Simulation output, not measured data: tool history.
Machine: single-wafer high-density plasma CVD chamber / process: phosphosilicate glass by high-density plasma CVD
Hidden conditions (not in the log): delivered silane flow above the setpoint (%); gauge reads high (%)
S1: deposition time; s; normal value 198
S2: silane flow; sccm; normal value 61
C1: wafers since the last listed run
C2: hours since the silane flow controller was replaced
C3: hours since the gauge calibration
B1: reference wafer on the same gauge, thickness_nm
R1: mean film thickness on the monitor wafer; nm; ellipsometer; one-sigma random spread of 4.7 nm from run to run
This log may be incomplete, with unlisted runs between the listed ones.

| run | hour | S1 | S2 | C1 | C2 | C3 | B1 | R1 |
|---|---|---|---|---|---|---|---|---|
| 1 | 0 | 190 | 61 | 0 | 2245 | 276.3 | 1229.41 | 1113.209 |
| 2 | 17.5 | 176 | 61 | 83 | 2262.5 | 293.8 | 1230.426 | 1026.076 |
| 3 | 34.2 | 177 | 61 | 80 | 2279.2 | 310.5 | 1229.379 | 1032.526 |
| 4 | 64.1 | 177 | 61 | 143 | 2309.1 | 340.4 | 1231.365 | 1032.525 |
| 5 | 95.3 | 177 | 61 | 149 | 2340.3 | 371.6 | 1231.999 | 1022.719 |
| 6 | 126.1 | 225 | 61 | 147 | 2371.1 | 402.4 | 1228.35 | 1303.725 |
| 7 | 154.7 | 225 | 61 | 137 | 2399.7 | 431 | 1229.986 | 1300.23 |
| 8 | 171.4 | 198 | 61 | 80 | 2416.4 | 447.7 | 1230.664 | 1140.779 |
| 9 | 188.4 | 198 | 61 | 81 | 2433.4 | 464.7 | 1230.047 | 1138.5 |
| 10 | 219.9 | 173 | 61 | 150 | 2464.9 | 496.2 | 1229.717 | 1001.157 |
| 11 | 246.5 | 173 | 61 | 127 | 2491.5 | 522.8 | 1230.572 | 1000.51 |
| 12 | 334.1 | 173 | 61 | 419 | 2579.1 | 610.4 | 1231.604 | 996.117 |
| 13 | 370 | 198 | 58 | 172 | 2615 | 646.3 | 1229.128 | 1095.83 |
| 14 | 403.4 | 198 | 61 | 160 | 2648.4 | 679.7 | 1230.015 | 1150.621 |
| 15 | 415.6 | 198 | 61 | 58 | 2660.6 | 691.9 | 1228.917 | 1138.682 |
| 16 | 429 | 198 | 61 | 64 | 2674 | 705.3 | 1230.227 | 1135.307 |
| 17 | 453.3 | 198 | 61 | 116 | 2698.3 | 729.6 | 1230.638 | 1132.443 |
| 18 | 470 | 198 | 61 | 80 | 2715 | 746.3 | 1227.991 | 1138.737 |
| 19 | 500.9 | 198 | 51 | 148 | 2745.9 | 777.2 | 1230.102 | 976.142 |
| 20 | 516.6 | 185 | 70 | 75 | 2761.6 | 792.9 | 1231.165 | 1199.872 |
| 21 | 534.9 | 198 | 61 | 87 | 2779.9 | 811.2 | 1228.639 | 1133.981 |
| 22 | 556.1 | 161 | 53 | 101 | 2801.1 | 832.4 | 1229.984 | 818.091 |
| 23 | 575.5 | 198 | 61 | 92 | 2820.5 | 851.8 | 1230.93 | 1145.323 |
| 24 | 596 | 235 | 58 | 98 | 2841 | 872.3 | 1229.383 | 1290.501 |
| 25 | 611.7 | 165 | 61 | 75 | 2856.7 | 888 | 1229.528 | 947.041 |
|  | 628.9 | silane flow controller replaced |
| 26 | 633.7 | 167 | 67 | 67 | 4.8 | 910 | 1229.953 | 1094.972 |
| 27 | 651.2 | 220 | 69 | 83 | 22.3 | 927.5 | 1228.031 | 1483.896 |
|  | 676.7 | gauge calibrated |
| 28 | 689.8 | 169 | 50 | 185 | 60.9 | 13.1 | 1230.691 | 860.305 |
| 29 | 705.1 | 198 | 61 | 73 | 76.2 | 28.4 | 1229.571 | 1196.014 |
| 30 | 730.8 | 198 | 61 | 123 | 101.9 | 54.1 | 1230.824 | 1199.269 |
| 31 | 749.3 | 164 | 72 | 88 | 120.4 | 72.6 | 1228.957 | 1138.772 |
| 32 | 781.7 | 198 | 61 | 155 | 152.8 | 105 | 1229.251 | 1200.971 |
| 33 | 879.9 | 198 | 67 | 470 | 251 | 203.2 | 1229.735 | 1292.093 |
| 34 | 913.2 | 223 | 49 | 159 | 284.3 | 236.5 | 1230.578 | 1117.121 |
| 35 | 937.9 | 185 | 57 | 118 | 309 | 261.2 | 1230.246 | 1052.969 |
| 36 | 962.4 | 228 | 68 | 117 | 333.5 | 285.7 | 1229.511 | 1503.758 |
| 37 | 975.7 | 198 | 61 | 63 | 346.8 | 299 | 1230.721 | 1196.088 |

Subtracting, for every run, the result it would have given without the tool's unlogged condition from the measured result gives the following. The same run-to-run variation enters both numbers; the gauge's scatter may not:
| run | R1 |
|---|---|
| 1 | -49.771 |
| 2 | -46.255 |
| 3 | -46.91 |
| 4 | -47.564 |
| 5 | -47.788 |
| 6 | -61.77 |
| 7 | -62.394 |
| 8 | -55.147 |
| 9 | -55.449 |
| 10 | -49.431 |
| 11 | -49.966 |
| 12 | -51.612 |
| 13 | -57.621 |
| 14 | -61.327 |
| 15 | -60.988 |
| 16 | -61.134 |
| 17 | -61.571 |
| 18 | -62.323 |
| 19 | -54.074 |
| 20 | -66.874 |
| 21 | -63.649 |
| 22 | -46.292 |
| 23 | -65.289 |
| 24 | -74.137 |
| 25 | -54.728 |
| 26 | -2.45 |
| 27 | -3.824 |
| 28 | -2.864 |
| 29 | -4.338 |
| 30 | -4.951 |
| 31 | -5.112 |
| 32 | -6.151 |
| 33 | -9.103 |
| 34 | -8.601 |
| 35 | -8.618 |
| 36 | -13.032 |
| 37 | -10.679 |

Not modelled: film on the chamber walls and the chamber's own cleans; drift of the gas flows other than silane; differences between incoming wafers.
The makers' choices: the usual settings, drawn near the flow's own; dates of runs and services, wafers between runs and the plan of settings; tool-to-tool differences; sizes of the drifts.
